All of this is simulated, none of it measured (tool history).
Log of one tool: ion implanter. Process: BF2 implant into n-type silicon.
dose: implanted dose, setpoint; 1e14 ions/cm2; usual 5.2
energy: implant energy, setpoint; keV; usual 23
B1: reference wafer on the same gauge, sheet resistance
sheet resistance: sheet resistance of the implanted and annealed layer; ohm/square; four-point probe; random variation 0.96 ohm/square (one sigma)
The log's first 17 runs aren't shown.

{"run": 18, "day": 10.471, "dose": 6.42, "energy": 19.5, "B1": 226, "sheet resistance": 192.7}
{"run": 19, "day": 11.096, "dose": 5.2, "energy": 23, "B1": 225.76, "sheet resistance": 222.6}
{"day": 11.712, "done": "Faraday cup replaced and dose calibrated"}
{"run": 20, "day": 11.733, "dose": 4.57, "energy": 18, "B1": 225.78, "sheet resistance": 264.57}
{"run": 21, "day": 12.075, "dose": 5.2, "energy": 23, "B1": 226.09, "sheet resistance": 230.55}
{"run": 22, "day": 12.488, "dose": 5.2, "energy": 15.5, "B1": 226.14, "sheet resistance": 241.3}
{"run": 23, "day": 12.962, "dose": 5.2, "energy": 23, "B1": 225.87, "sheet resistance": 230.79}
{"run": 24, "day": 13.379, "dose": 4.22, "energy": 17, "B1": 226.07, "sheet resistance": 280.98}
{"run": 25, "day": 13.775, "dose": 4.36, "energy": 19.5, "B1": 226.25, "sheet resistance": 271.59}
{"run": 26, "day": 14.167, "dose": 6.16, "energy": 30.5, "B1": 226.04, "sheet resistance": 194.94}
{"run": 27, "day": 14.862, "dose": 4.19, "energy": 18, "B1": 226.11, "sheet resistance": 281.93}
{"run": 28, "day": 15.417, "dose": 5.2, "energy": 23, "B1": 226.11, "sheet resistance": 231.62}
{"run": 29, "day": 16.004, "dose": 3.81, "energy": 23, "B1": 226.25, "sheet resistance": 298.58}
{"run": 30, "day": 16.7, "dose": 5.61, "energy": 27.5, "B1": 226.16, "sheet resistance": 213.95}
{"run": 31, "day": 17.058, "dose": 4.39, "energy": 16, "B1": 226.04, "sheet resistance": 274.81}
{"run": 32, "day": 17.496, "dose": 5.2, "energy": 17, "B1": 225.79, "sheet resistance": 237.99}
{"run": 33, "day": 17.896, "dose": 4.74, "energy": 17.5, "B1": 226.02, "sheet resistance": 257.41}
{"run": 34, "day": 18.35, "dose": 5.2, "energy": 23, "B1": 225.82, "sheet resistance": 230.42}
{"run": 35, "day": 18.9, "dose": 3.65, "energy": 23, "B1": 225.92, "sheet resistance": 310.56}
{"run": 36, "day": 19.204, "dose": 5.2, "energy": 23, "B1": 226, "sheet resistance": 229.76}
{"run": 37, "day": 19.475, "dose": 5.2, "energy": 30.5, "B1": 225.98, "sheet resistance": 225.13}
{"run": 38, "day": 19.904, "dose": 5.2, "energy": 23, "B1": 226.1, "sheet resistance": 229.87}

Forecast each of these 3 alternatives for the next run:
{"run": "A", "day": 19.921, "dose": 5.2, "energy": 23, "B1": "?", "sheet resistance": "?"}
{"run": "B", "day": 19.921, "dose": 4.67, "energy": 26.5, "B1": "?", "sheet resistance": "?"}
{"run": "C", "day": 19.921, "dose": 6.51, "energy": 15.5, "B1": "?", "sheet resistance": "?"}

run=A B1=225.75 sheet_resistance=231.08
run=B B1=225.75 sheet_resistance=249.62
run=C B1=225.75 sheet_resistance=204.98
Without the tool's hidden state the same runs would have given:
run=A sheet_resistance=231.38
run=B sheet_resistance=249.95
run=C sheet_resistance=205.2
